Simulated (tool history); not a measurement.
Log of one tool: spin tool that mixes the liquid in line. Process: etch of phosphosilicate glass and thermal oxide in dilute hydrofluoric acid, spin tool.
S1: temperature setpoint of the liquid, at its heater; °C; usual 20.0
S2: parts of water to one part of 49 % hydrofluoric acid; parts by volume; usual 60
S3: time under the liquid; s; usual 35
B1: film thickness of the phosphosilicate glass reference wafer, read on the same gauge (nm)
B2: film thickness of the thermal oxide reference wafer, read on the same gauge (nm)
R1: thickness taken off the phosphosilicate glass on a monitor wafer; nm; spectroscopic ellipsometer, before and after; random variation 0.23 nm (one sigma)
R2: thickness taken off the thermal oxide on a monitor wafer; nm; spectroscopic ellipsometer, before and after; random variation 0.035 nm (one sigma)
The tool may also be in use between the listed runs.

run 1 hour=0.0 | S1=20.0 S2=60 S3=35 | B1=140.01 B2=29.961 | R1=43.19 R2=2.405
run 2 hour=35.5 | S1=20.0 S2=60 S3=35 | B1=140.01 B2=29.986 | R1=43.22 R2=2.483
run 3 hour=59.8 | S1=20.0 S2=60 S3=35 | B1=140.00 B2=30.000 | R1=43.30 R2=2.501
run 4 hour=116.3 | S1=20.0 S2=60 S3=35 | B1=140.02 B2=30.068 | R1=43.33 R2=2.437
run 5 hour=163.0 | S1=20.0 S2=60 S3=35 | B1=139.98 B2=30.029 | R1=43.14 R2=2.436
run 6 hour=222.2 | S1=20.0 S2=60 S3=45 | B1=140.00 B2=29.969 | R1=56.13 R2=3.155
-- hour=328.3 thermometer replaced
run 7 hour=356.6 | S1=20.0 S2=60 S3=45 | B1=139.99 B2=30.016 | R1=56.57 R2=3.167
-- hour=399.5 gauge calibrated
run 8 hour=421.6 | S1=21.5 S2=60 S3=35 | B1=140.01 B2=29.963 | R1=47.29 R2=2.604
run 9 hour=456.8 | S1=21.5 S2=60 S3=35 | B1=140.01 B2=30.018 | R1=46.83 R2=2.589
-- hour=463.9 hydrofluoric acid flow meter replaced
run 10 hour=518.7 | S1=20.0 S2=60 S3=40 | B1=140.01 B2=29.982 | R1=47.68 R2=2.727
run 11 hour=565.5 | S1=23.0 S2=60 S3=45 | B1=139.99 B2=29.947 | R1=60.94 R2=3.490
run 12 hour=625.7 | S1=20.0 S2=60 S3=35 | B1=139.99 B2=29.975 | R1=41.74 R2=2.376
run 13 hour=692.8 | S1=20.0 S2=60 S3=35 | B1=139.98 B2=30.032 | R1=41.90 R2=2.414
run 14 hour=746.7 | S1=22.0 S2=60 S3=45 | B1=140.00 B2=29.977 | R1=58.84 R2=3.217
run 15 hour=792.1 | S1=17.0 S2=60 S3=35 | B1=139.97 B2=29.973 | R1=37.61 R2=2.080
run 16 hour=848.6 | S1=20.0 S2=60 S3=35 | B1=140.01 B2=30.003 | R1=42.74 R2=2.380
run 17 hour=916.8 | S1=24.0 S2=35 S3=55 | B1=140.02 B2=30.024 | R1=140.30 R2=7.778
run 18 hour=960.5 | S1=22.0 S2=60 S3=40 | B1=140.00 B2=29.993 | R1=52.68 R2=3.025
run 19 hour=1015.4 | S1=20.0 S2=60 S3=35 | B1=140.00 B2=29.995 | R1=43.00 R2=2.473

Forecast each of these 3 alternatives for the next run:
run A hour=1015.8 | S1=20.0 S2=60 S3=35 | B1=? B2=? | R1=? R2=?
run B hour=1015.8 | S1=25.0 S2=60 S3=45 | B1=? B2=? | R1=? R2=?
run C hour=1015.8 | S1=20.0 S2=70 S3=20 | B1=? B2=? | R1=? R2=?

run=A B1=140.00 B2=30.048 R1=43.05 R2=2.485
run=B B1=140.00 B2=30.048 R1=68.08 R2=3.930
run=C B1=140.00 B2=30.048 R1=20.85 R2=1.203
Without the tool's hidden state the same runs would have given:
run=A R1=41.52 R2=2.397
run=B R1=65.63 R2=3.789
run=C R1=20.10 R2=1.160
